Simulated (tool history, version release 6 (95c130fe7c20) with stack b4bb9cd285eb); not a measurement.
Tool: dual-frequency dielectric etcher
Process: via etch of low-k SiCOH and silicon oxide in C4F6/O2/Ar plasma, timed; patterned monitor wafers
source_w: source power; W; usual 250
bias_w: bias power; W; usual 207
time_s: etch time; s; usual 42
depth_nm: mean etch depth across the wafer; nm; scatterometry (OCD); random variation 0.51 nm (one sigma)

run	day	source_w	bias_w	time_s	wafers since the last listed run	hours since the last wet clean	hours since the last source power generator calibration	hours since the last bias power generator calibration	hours since the last upper electrode change	hours since the gauge calibration	read-back reference wafer on the same gauge, depth_nm	depth_nm
1	0	250	207	42	0	371.9	4386.4	1066.3	3680.1	874.2	92	97.5
2	2.429	250	207	42	581	430.2	4444.7	1124.6	3738.4	932.5	92	97.5
# day 4.683: wet clean of the chamber
3	4.704	250	207	42	305	0.5	4499.3	1179.2	3793	987.1	92	95.6
4	4.804	250	207	42	23	2.9	4501.7	1181.6	3795.4	989.5	91.9	95
5	6.188	250	207	42	331	36.1	4534.9	1214.8	3828.6	1022.7	92	95.7
# day 6.975: source power generator calibrated
6	7.1	250	207	36	178	58	3	1236.7	3850.5	1044.6	92.1	81.1
7	8.183	250	207	36	259	84	29	1262.7	3876.5	1070.6	92.1	81.5
8	9.05	280	207	33	207	104.8	49.8	1283.5	3897.3	1091.4	92.2	79.8
9	9.6	250	207	42	131	118	63	1296.7	3910.5	1104.6	92	95.7
10	11	250	207	42	335	151.6	96.6	1330.3	3944.1	1138.2	92	96.6
# day 12.138: upper electrode replaced
11	12.158	250	207	37	37	179.4	124.4	1358.1	0.5	1166	92.1	85.1
# day 12.562: bias power generator calibrated
12	13.529	190	223	42	288	212.3	157.3	23.2	33.4	1198.9	92	87.1
13	14.875	230	226	49	322	244.6	189.6	55.5	65.7	1231.2	92	111.1
14	16.138	250	207	42	302	274.9	219.9	85.8	96	1261.5	92	97.1
15	16.7	220	177	42	134	288.4	233.4	99.3	109.5	1275	91.9	88
16	17.867	210	207	42	279	316.4	261.4	127.3	137.5	1303	92.1	90.5
17	18.862	310	244	47	238	340.3	285.3	151.2	161.4	1326.9	92.1	126.7
18	20.271	250	207	42	337	374.1	319.1	185	195.2	1360.7	92	98.5
19	21.521	250	207	42	299	404.1	349.1	215	225.2	1390.7	92	97.5
20	22.575	250	160	32.5	252	429.4	374.4	240.3	250.5	1416	92.1	71.1
21	23.829	250	207	42	300	459.5	404.5	270.4	280.6	1446.1	92	98.3
# day 24.562: gauge calibrated
# day 25.083: wet clean of the chamber
22	25.104	290	164	42	65	0.5	435.1	301	311.2	13	92	95.2
23	25.121	310	207	42	3	0.9	435.5	301.4	311.6	13.4	92	105.1
24	26.479	250	207	50.5	325	33.5	468.1	334	344.2	46	91.9	115.3
25	27.592	250	207	42	266	60.2	494.8	360.7	370.9	72.7	92.1	95.9
26	28.575	200	173	42	235	83.8	518.4	384.3	394.5	96.3	92	81.7
27	32.696	250	207	42	987	182.7	617.3	483.2	493.4	195.2	92	96.4
28	33.617	290	192	42	220	204.8	639.4	505.3	515.5	217.3	92.1	100.4
29	34.267	210	173	51	155	220.4	655	520.9	531.1	232.9	92.2	103.2
30	34.892	250	207	42	149	235.4	670	535.9	546.1	247.9	91.9	97.3

4 ways to go on from here, each from the tool as it stands after run 30. What would each give?
A	34.908	250	207	42	3	235.8	670.4	536.3	546.5	248.3	?	?
B	34.908	250	207	37.5	3	235.8	670.4	536.3	546.5	248.3	?	?
C	34.908	250	207	35	3	235.8	670.4	536.3	546.5	248.3	?	?
D	34.908	250	249	42	3	235.8	670.4	536.3	546.5	248.3	?	?

run	read-back reference wafer on the same gauge, depth_nm	depth_nm
A	92	96.6
B	92	86.3
C	92	80.5
D	92	102.1
Without the tool's hidden state the same runs would have given:
run	depth_nm
A	95.5
B	85.3
C	79.6
D	101
